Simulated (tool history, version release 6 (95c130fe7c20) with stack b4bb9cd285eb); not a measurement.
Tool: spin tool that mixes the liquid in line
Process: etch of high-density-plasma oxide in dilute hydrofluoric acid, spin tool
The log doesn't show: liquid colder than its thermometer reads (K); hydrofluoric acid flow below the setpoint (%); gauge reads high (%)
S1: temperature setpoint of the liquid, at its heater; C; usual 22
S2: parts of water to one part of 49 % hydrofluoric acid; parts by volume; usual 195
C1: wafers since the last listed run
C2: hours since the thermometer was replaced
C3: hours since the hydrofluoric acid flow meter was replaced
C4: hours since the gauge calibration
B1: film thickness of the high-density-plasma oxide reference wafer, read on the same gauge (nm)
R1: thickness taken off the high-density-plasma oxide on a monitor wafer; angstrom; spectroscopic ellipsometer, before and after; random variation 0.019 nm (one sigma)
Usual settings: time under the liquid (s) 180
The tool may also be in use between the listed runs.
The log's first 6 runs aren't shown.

{"run": 7, "day": 9.112, "S1": 22, "S2": 260, "time under the liquid (s)": 180, "C1": 285, "C2": 1884.1, "C3": 2125, "C4": 663.4, "B1": 30.012, "R1": 21.08}
{"run": 8, "day": 10.196, "S1": 18.5, "S2": 250, "time under the liquid (s)": 180, "C1": 177, "C2": 1910.1, "C3": 2151, "C4": 689.4, "B1": 29.995, "R1": 19.52}
{"day": 10.8, "done": "gauge calibrated"}
{"run": 9, "day": 11.3, "S1": 22, "S2": 140, "time under the liquid (s)": 200, "C1": 181, "C2": 1936.6, "C3": 2177.5, "C4": 12, "B1": 30.001, "R1": 49.7}
{"run": 10, "day": 12.338, "S1": 22, "S2": 140, "time under the liquid (s)": 200, "C1": 170, "C2": 1961.5, "C3": 2202.4, "C4": 36.9, "B1": 30.002, "R1": 49.27}
{"run": 11, "day": 12.912, "S1": 22, "S2": 140, "time under the liquid (s)": 200, "C1": 94, "C2": 1975.3, "C3": 2216.2, "C4": 50.7, "B1": 29.992, "R1": 49.11}
{"run": 12, "day": 13.65, "S1": 22, "S2": 270, "time under the liquid (s)": 180, "C1": 121, "C2": 1993, "C3": 2233.9, "C4": 68.4, "B1": 30.008, "R1": 19.83}
{"run": 13, "day": 14.633, "S1": 22, "S2": 270, "time under the liquid (s)": 180, "C1": 161, "C2": 2016.6, "C3": 2257.5, "C4": 92, "B1": 30.009, "R1": 20.05}
{"run": 14, "day": 15.667, "S1": 22, "S2": 270, "time under the liquid (s)": 180, "C1": 169, "C2": 2041.4, "C3": 2282.3, "C4": 116.8, "B1": 30.001, "R1": 19.62}
{"run": 15, "day": 16.417, "S1": 22, "S2": 195, "time under the liquid (s)": 180, "C1": 123, "C2": 2059.4, "C3": 2300.3, "C4": 134.8, "B1": 29.975, "R1": 29.75}
{"run": 16, "day": 17.333, "S1": 22, "S2": 195, "time under the liquid (s)": 180, "C1": 150, "C2": 2081.4, "C3": 2322.3, "C4": 156.8, "B1": 29.998, "R1": 29.74}
{"run": 17, "day": 18.412, "S1": 22, "S2": 195, "time under the liquid (s)": 275, "C1": 177, "C2": 2107.3, "C3": 2348.2, "C4": 182.7, "B1": 30.002, "R1": 45.27}
{"run": 18, "day": 19.729, "S1": 17.5, "S2": 240, "time under the liquid (s)": 130, "C1": 216, "C2": 2138.9, "C3": 2379.8, "C4": 214.3, "B1": 29.994, "R1": 13.91}
{"day": 22.05, "done": "hydrofluoric acid flow meter replaced"}
{"run": 19, "day": 22.079, "S1": 24.5, "S2": 125, "time under the liquid (s)": 180, "C1": 378, "C2": 2195.3, "C3": 0.7, "C4": 270.7, "B1": 29.993, "R1": 64.53}
{"day": 24.133, "done": "thermometer replaced"}
{"run": 20, "day": 24.154, "S1": 22, "S2": 195, "time under the liquid (s)": 180, "C1": 333, "C2": 0.5, "C3": 50.5, "C4": 320.5, "B1": 30.005, "R1": 34.43}
{"run": 21, "day": 24.629, "S1": 22, "S2": 195, "time under the liquid (s)": 180, "C1": 77, "C2": 11.9, "C3": 61.9, "C4": 331.9, "B1": 30.003, "R1": 34.09}
{"run": 22, "day": 25.396, "S1": 17, "S2": 260, "time under the liquid (s)": 260, "C1": 125, "C2": 30.3, "C3": 80.3, "C4": 350.3, "B1": 29.989, "R1": 29.13}
{"run": 23, "day": 26.575, "S1": 18.5, "S2": 240, "time under the liquid (s)": 180, "C1": 193, "C2": 58.6, "C3": 108.6, "C4": 378.6, "B1": 30.008, "R1": 23.63}
{"run": 24, "day": 27.525, "S1": 26, "S2": 195, "time under the liquid (s)": 180, "C1": 155, "C2": 81.4, "C3": 131.4, "C4": 401.4, "B1": 29.998, "R1": 39.98}
{"run": 25, "day": 28.417, "S1": 26, "S2": 195, "time under the liquid (s)": 80, "C1": 146, "C2": 102.8, "C3": 152.8, "C4": 422.8, "B1": 30.027, "R1": 17.58}
{"run": 26, "day": 29.329, "S1": 19, "S2": 105, "time under the liquid (s)": 85, "C1": 149, "C2": 124.7, "C3": 174.7, "C4": 444.7, "B1": 30.007, "R1": 29.25}
{"run": 27, "day": 30.388, "S1": 22, "S2": 160, "time under the liquid (s)": 265, "C1": 173, "C2": 150.1, "C3": 200.1, "C4": 470.1, "B1": 29.996, "R1": 63.27}

Run 28 comes next. What will it give?
{"run": 28, "day": 31.675, "S1": 22, "S2": 195, "time under the liquid (s)": 180, "C1": 211, "C2": 181, "C3": 231, "C4": 501, "B1": "?", "R1": "?"}

{"run 28": {"B1": 30.002, "R1": 34.16}}
Without the tool's hidden state the same run would have given R1 34.74 angstrom.

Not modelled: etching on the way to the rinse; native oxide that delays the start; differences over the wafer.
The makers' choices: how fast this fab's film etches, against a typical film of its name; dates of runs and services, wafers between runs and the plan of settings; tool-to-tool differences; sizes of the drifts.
